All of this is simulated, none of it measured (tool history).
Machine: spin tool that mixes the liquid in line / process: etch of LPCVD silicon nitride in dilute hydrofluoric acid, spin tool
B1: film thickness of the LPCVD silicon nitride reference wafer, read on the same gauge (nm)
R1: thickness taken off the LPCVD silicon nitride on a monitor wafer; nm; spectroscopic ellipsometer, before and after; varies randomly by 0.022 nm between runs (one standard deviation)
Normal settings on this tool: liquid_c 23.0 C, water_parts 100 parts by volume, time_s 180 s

{"run": 1, "hour": 0.0, "liquid_c": 23.0, "water_parts": 100, "time_s": 180, "B1": 69.99, "R1": 0.727}
{"run": 2, "hour": 62.3, "liquid_c": 23.0, "water_parts": 100, "time_s": 180, "B1": 69.992, "R1": 0.71}
{"run": 3, "hour": 315.5, "liquid_c": 23.0, "water_parts": 100, "time_s": 180, "B1": 70.031, "R1": 0.737}
{"run": 4, "hour": 382.8, "liquid_c": 26.0, "water_parts": 100, "time_s": 180, "B1": 69.998, "R1": 0.875}
{"hour": 413.8, "done": "thermometer replaced"}
{"run": 5, "hour": 449.7, "liquid_c": 26.0, "water_parts": 100, "time_s": 180, "B1": 69.991, "R1": 1.034}
{"run": 6, "hour": 516.9, "liquid_c": 26.0, "water_parts": 100, "time_s": 180, "B1": 69.994, "R1": 1.073}
{"hour": 549.2, "done": "hydrofluoric acid flow meter replaced"}
{"run": 7, "hour": 557.2, "liquid_c": 23.0, "water_parts": 100, "time_s": 180, "B1": 70.013, "R1": 0.873}
{"run": 8, "hour": 611.9, "liquid_c": 23.0, "water_parts": 100, "time_s": 180, "B1": 70.055, "R1": 0.862}
{"hour": 627.0, "done": "gauge calibrated"}
{"run": 9, "hour": 688.8, "liquid_c": 23.0, "water_parts": 100, "time_s": 180, "B1": 69.988, "R1": 0.877}
{"run": 10, "hour": 769.5, "liquid_c": 20.0, "water_parts": 55, "time_s": 260, "B1": 70.001, "R1": 1.843}
{"run": 11, "hour": 897.0, "liquid_c": 26.5, "water_parts": 100, "time_s": 230, "B1": 70.007, "R1": 1.385}
{"run": 12, "hour": 994.2, "liquid_c": 27.5, "water_parts": 100, "time_s": 85, "B1": 69.98, "R1": 0.526}
{"run": 13, "hour": 1068.1, "liquid_c": 27.5, "water_parts": 125, "time_s": 120, "B1": 69.974, "R1": 0.588}
{"run": 14, "hour": 1111.9, "liquid_c": 25.0, "water_parts": 100, "time_s": 125, "B1": 69.986, "R1": 0.645}
{"run": 15, "hour": 1150.4, "liquid_c": 20.0, "water_parts": 130, "time_s": 210, "B1": 69.985, "R1": 0.652}
{"run": 16, "hour": 1212.5, "liquid_c": 24.5, "water_parts": 145, "time_s": 180, "B1": 70.017, "R1": 0.656}
{"run": 17, "hour": 1271.2, "liquid_c": 23.0, "water_parts": 100, "time_s": 180, "B1": 70.018, "R1": 0.801}
{"run": 18, "hour": 1369.6, "liquid_c": 19.5, "water_parts": 125, "time_s": 180, "B1": 69.976, "R1": 0.533}

Predict each of these 3 candidate next runs independently; none follows another, all start after run 18:
{"run": "A", "hour": 1370.1, "liquid_c": 23.0, "water_parts": 100, "time_s": 180, "B1": "?", "R1": "?"}
{"run": "B", "hour": 1370.1, "liquid_c": 26.0, "water_parts": 100, "time_s": 250, "B1": "?", "R1": "?"}
{"run": "C", "hour": 1370.1, "liquid_c": 23.0, "water_parts": 115, "time_s": 180, "B1": "?", "R1": "?"}

run=A B1=70.038 R1=0.797
run=B B1=70.038 R1=1.351
run=C B1=70.038 R1=0.695
With no hidden state in the tool, these same runs would have given:
run=A R1=0.865
run=B R1=1.463
run=C R1=0.754
